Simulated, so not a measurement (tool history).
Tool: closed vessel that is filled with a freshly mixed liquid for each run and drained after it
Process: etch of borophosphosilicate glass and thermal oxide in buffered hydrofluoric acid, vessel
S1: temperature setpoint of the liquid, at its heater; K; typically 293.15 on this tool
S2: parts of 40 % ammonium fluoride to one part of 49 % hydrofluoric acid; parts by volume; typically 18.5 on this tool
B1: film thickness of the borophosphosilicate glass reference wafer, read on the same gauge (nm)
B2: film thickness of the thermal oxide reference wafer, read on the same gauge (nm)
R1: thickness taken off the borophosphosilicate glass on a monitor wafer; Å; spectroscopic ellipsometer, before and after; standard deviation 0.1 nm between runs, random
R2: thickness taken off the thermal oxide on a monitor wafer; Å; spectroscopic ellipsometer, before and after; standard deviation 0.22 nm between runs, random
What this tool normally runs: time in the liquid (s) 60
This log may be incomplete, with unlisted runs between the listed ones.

{"run": 1, "hour": 0.0, "S1": 293.15, "S2": 21.0, "time in the liquid (s)": 60, "B1": 110.03, "B2": 70.02, "R1": 278.3, "R2": 302.9}
{"hour": 35.9, "done": "thermometer replaced"}
{"run": 2, "hour": 66.8, "S1": 293.15, "S2": 21.0, "time in the liquid (s)": 60, "B1": 109.97, "B2": 70.01, "R1": 268.6, "R2": 293.8}
{"run": 3, "hour": 157.6, "S1": 296.15, "S2": 20.5, "time in the liquid (s)": 60, "B1": 110.01, "B2": 69.97, "R1": 324.9, "R2": 355.2}
{"run": 4, "hour": 256.6, "S1": 293.15, "S2": 18.5, "time in the liquid (s)": 60, "B1": 109.98, "B2": 70.0, "R1": 308.1, "R2": 335.3}
{"run": 5, "hour": 349.0, "S1": 293.15, "S2": 18.5, "time in the liquid (s)": 60, "B1": 110.04, "B2": 70.03, "R1": 309.9, "R2": 340.1}
{"run": 6, "hour": 394.6, "S1": 293.15, "S2": 18.5, "time in the liquid (s)": 60, "B1": 109.99, "B2": 70.02, "R1": 310.1, "R2": 338.3}
{"run": 7, "hour": 467.7, "S1": 293.15, "S2": 18.5, "time in the liquid (s)": 60, "B1": 109.97, "B2": 69.98, "R1": 314.4, "R2": 337.4}
{"run": 8, "hour": 534.0, "S1": 293.15, "S2": 18.5, "time in the liquid (s)": 60, "B1": 110.04, "B2": 70.02, "R1": 313.4, "R2": 347.2}
{"run": 9, "hour": 589.7, "S1": 293.15, "S2": 18.5, "time in the liquid (s)": 60, "B1": 109.99, "B2": 70.05, "R1": 314.9, "R2": 346.5}
{"run": 10, "hour": 686.2, "S1": 293.15, "S2": 23.5, "time in the liquid (s)": 60, "B1": 110.0, "B2": 70.0, "R1": 259.0, "R2": 288.7}
{"run": 11, "hour": 772.9, "S1": 293.15, "S2": 18.5, "time in the liquid (s)": 40, "B1": 110.03, "B2": 69.96, "R1": 213.0, "R2": 234.5}
{"hour": 775.4, "done": "thermometer replaced"}
{"run": 12, "hour": 866.8, "S1": 293.15, "S2": 18.5, "time in the liquid (s)": 40, "B1": 110.01, "B2": 69.95, "R1": 207.6, "R2": 227.3}
{"hour": 951.4, "done": "gauge calibrated"}
{"run": 13, "hour": 952.1, "S1": 293.15, "S2": 18.5, "time in the liquid (s)": 60, "B1": 109.94, "B2": 70.02, "R1": 312.4, "R2": 340.9}

Forecast run 14:
{"run": 14, "hour": 1056.3, "S1": 293.15, "S2": 12.5, "time in the liquid (s)": 45, "B1": "?", "B2": "?", "R1": "?", "R2": "?"}

{"run 14": {"B1": 109.95, "B2": 69.98, "R1": 347.7, "R2": 378.1}}
Minus the tool's unlogged condition, the same run would have read R1 326.2 Å, R2 354.7 Å.
